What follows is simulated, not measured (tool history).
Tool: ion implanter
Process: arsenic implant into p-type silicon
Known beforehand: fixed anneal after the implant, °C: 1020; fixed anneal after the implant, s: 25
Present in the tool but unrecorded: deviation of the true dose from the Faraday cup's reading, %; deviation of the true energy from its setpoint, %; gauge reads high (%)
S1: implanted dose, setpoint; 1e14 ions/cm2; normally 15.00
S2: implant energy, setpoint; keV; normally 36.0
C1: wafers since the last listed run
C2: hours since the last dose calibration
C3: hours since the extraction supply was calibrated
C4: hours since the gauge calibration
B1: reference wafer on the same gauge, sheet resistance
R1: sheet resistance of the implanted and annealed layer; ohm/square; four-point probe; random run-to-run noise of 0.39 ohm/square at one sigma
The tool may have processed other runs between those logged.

Run 1, hour 0.0: usual settings; C1 0; C2 345.1; C3 3529.9; C4 338.8; B1 100.52. Result: R1 94.91 ohm/square.
Run 2, hour 31.0: usual settings; C1 406; C2 376.1; C3 3560.9; C4 369.8; B1 100.57. Result: R1 94.61 ohm/square.
Run 3, hour 47.0: usual settings; C1 209; C2 392.1; C3 3576.9; C4 385.8; B1 100.36. Result: R1 94.50 ohm/square.
Run 4, hour 60.7: usual settings but S1 13.09 1e14 ions/cm2; C1 179; C2 405.8; C3 3590.6; C4 399.5; B1 100.37. Result: R1 101.35 ohm/square.
Run 5, hour 94.1: usual settings but S1 13.09 1e14 ions/cm2; C1 438; C2 439.2; C3 3624.0; C4 432.9; B1 100.46. Result: R1 102.22 ohm/square.
Run 6, hour 113.5: usual settings but S1 13.09 1e14 ions/cm2; C1 254; C2 458.6; C3 3643.4; C4 452.3; B1 100.47. Result: R1 101.77 ohm/square.
Run 7, hour 134.7: usual settings but S1 17.91 1e14 ions/cm2, S2 42.0 keV; C1 278; C2 479.8; C3 3664.6; C4 473.5; B1 100.56. Result: R1 83.18 ohm/square.
Run 8, hour 156.1: usual settings but S1 17.91 1e14 ions/cm2, S2 42.0 keV; C1 280; C2 501.2; C3 3686.0; C4 494.9; B1 100.53. Result: R1 83.22 ohm/square.
Run 9, hour 191.5: usual settings but S1 17.91 1e14 ions/cm2, S2 42.0 keV; C1 464; C2 536.6; C3 3721.4; C4 530.3; B1 100.53. Result: R1 83.16 ohm/square.
Run 10, hour 207.6: usual settings but S2 40.0 keV; C1 211; C2 552.7; C3 3737.5; C4 546.4; B1 100.50. Result: R1 92.79 ohm/square.
Run 11, hour 243.0: usual settings but S2 40.0 keV; C1 464; C2 588.1; C3 3772.9; C4 581.8; B1 100.49. Result: R1 92.19 ohm/square.
Run 12, hour 257.2: usual settings; C1 186; C2 602.3; C3 3787.1; C4 596.0; B1 100.42. Result: R1 95.47 ohm/square.
Run 13, hour 278.1: usual settings; C1 274; C2 623.2; C3 3808.0; C4 616.9; B1 100.55. Result: R1 94.51 ohm/square.
Run 14, hour 305.3: usual settings; C1 356; C2 650.4; C3 3835.2; C4 644.1; B1 100.48. Result: R1 94.95 ohm/square.
At hour 324.9: gauge calibrated.
At hour 344.2: extraction supply calibrated.
Run 15, hour 354.2: usual settings; C1 536; C2 699.3; C3 10.0; C4 29.3; B1 100.43. Result: R1 94.94 ohm/square.
Run 16, hour 389.8: usual settings but S1 17.04 1e14 ions/cm2, S2 25.5 keV; C1 467; C2 734.9; C3 45.6; C4 64.9; B1 100.54. Result: R1 97.53 ohm/square.
Run 17, hour 424.0: usual settings but S1 17.17 1e14 ions/cm2; C1 448; C2 769.1; C3 79.8; C4 99.1; B1 100.49. Result: R1 89.19 ohm/square.
Run 18, hour 436.0: usual settings; C1 157; C2 781.1; C3 91.8; C4 111.1; B1 100.62. Result: R1 94.85 ohm/square.
Run 19, hour 458.7: usual settings but S1 11.63 1e14 ions/cm2, S2 43.5 keV; C1 297; C2 803.8; C3 114.5; C4 133.8; B1 100.53. Result: R1 106.57 ohm/square.
Run 20, hour 493.0: usual settings but S1 11.63 1e14 ions/cm2, S2 41.5 keV; C1 450; C2 838.1; C3 148.8; C4 168.1; B1 100.51. Result: R1 106.05 ohm/square.
At hour 507.1: Faraday cup replaced and dose calibrated.
Run 21, hour 516.5: usual settings; C1 203; C2 9.4; C3 172.3; C4 191.6; B1 100.54. Result: R1 92.87 ohm/square.
Run 22, hour 539.1: usual settings; C1 296; C2 32.0; C3 194.9; C4 214.2; B1 100.52. Result: R1 93.53 ohm/square.
Run 23, hour 561.6: usual settings; C1 295; C2 54.5; C3 217.4; C4 236.7; B1 100.60. Result: R1 92.71 ohm/square.
Run 24, hour 578.1: usual settings but S1 18.45 1e14 ions/cm2, S2 25.0 keV; C1 216; C2 71.0; C3 233.9; C4 253.2; B1 100.60. Result: R1 93.89 ohm/square.
Run 25, hour 621.1: usual settings but S2 27.5 keV; C1 564; C2 114.0; C3 276.9; C4 296.2; B1 100.46. Result: R1 99.50 ohm/square.
Run 26, hour 653.9: usual settings but S1 19.19 1e14 ions/cm2, S2 24.0 keV; C1 430; C2 146.8; C3 309.7; C4 329.0; B1 100.51. Result: R1 94.20 ohm/square.
Run 27, hour 666.3: usual settings but S1 11.43 1e14 ions/cm2, S2 45.0 keV; C1 162; C2 159.2; C3 322.1; C4 341.4; B1 100.52. Result: R1 104.33 ohm/square.
Run 28, hour 701.1: usual settings but S1 17.30 1e14 ions/cm2, S2 29.0 keV; C1 456; C2 194.0; C3 356.9; C4 376.2; B1 100.57. Result: R1 92.30 ohm/square.
Run 29, hour 781.6: usual settings but S2 25.5 keV; C1 1056; C2 274.5; C3 437.4; C4 456.7; B1 100.55. Result: R1 102.00 ohm/square.
Run 30, hour 802.9: usual settings but S1 18.16 1e14 ions/cm2, S2 31.0 keV; C1 279; C2 295.8; C3 458.7; C4 478.0; B1 100.46. Result: R1 89.46 ohm/square.
Run 31, hour 829.3: usual settings but S1 11.57 1e14 ions/cm2, S2 24.0 keV; C1 346; C2 322.2; C3 485.1; C4 504.4; B1 100.58. Result: R1 117.35 ohm/square.
Run 32, hour 856.2: usual settings but S1 18.13 1e14 ions/cm2; C1 352; C2 349.1; C3 512.0; C4 531.3; B1 100.46. Result: R1 86.08 ohm/square.
Run 33, hour 871.7: usual settings but S1 19.32 1e14 ions/cm2, S2 48.0 keV; C1 203; C2 364.6; C3 527.5; C4 546.8; B1 100.52. Result: R1 76.42 ohm/square.
Run 34, hour 887.6: usual settings but S1 19.40 1e14 ions/cm2, S2 32.5 keV; C1 208; C2 380.5; C3 543.4; C4 562.7; B1 100.42. Result: R1 86.99 ohm/square.
Run 35, hour 905.9: usual settings but S1 12.24 1e14 ions/cm2, S2 29.5 keV; C1 240; C2 398.8; C3 561.7; C4 581.0; B1 100.55. Result: R1 108.65 ohm/square.
At hour 929.5: gauge calibrated.
Run 36, hour 941.6: usual settings but S1 13.58 1e14 ions/cm2; C1 468; C2 434.5; C3 597.4; C4 12.1; B1 100.59. Result: R1 98.68 ohm/square.

Hidden state or all else? Some run-to-run changes of R1, split into what the settings, what came in and random variation would give without the hidden state, and what is left for the hidden state (with any gauge scatter that isn't in both results):
Run 18 -> 19: S1 15.00 -> 11.63, S2 36.0 -> 43.5. R1 +11.72 ohm/square: hidden state +1.04, all else +10.68.
Run 20 -> 21: S1 11.63 -> 15.00, S2 41.5 -> 36.0, Faraday cup replaced and dose calibrated. R1 -13.18 ohm/square: hidden state -3.51, all else -9.67.
Run 30 -> 31: S1 18.16 -> 11.57, S2 31.0 -> 24.0. R1 +27.89 ohm/square: hidden state +0.87, all else +27.02.
Run 31 -> 32: S1 11.57 -> 18.13, S2 24.0 -> 36.0. R1 -31.27 ohm/square: hidden state -0.71, all else -30.56.
Run 34 -> 35: S1 19.40 -> 12.24, S2 32.5 -> 29.5. R1 +21.66 ohm/square: hidden state +0.88, all else +20.78.
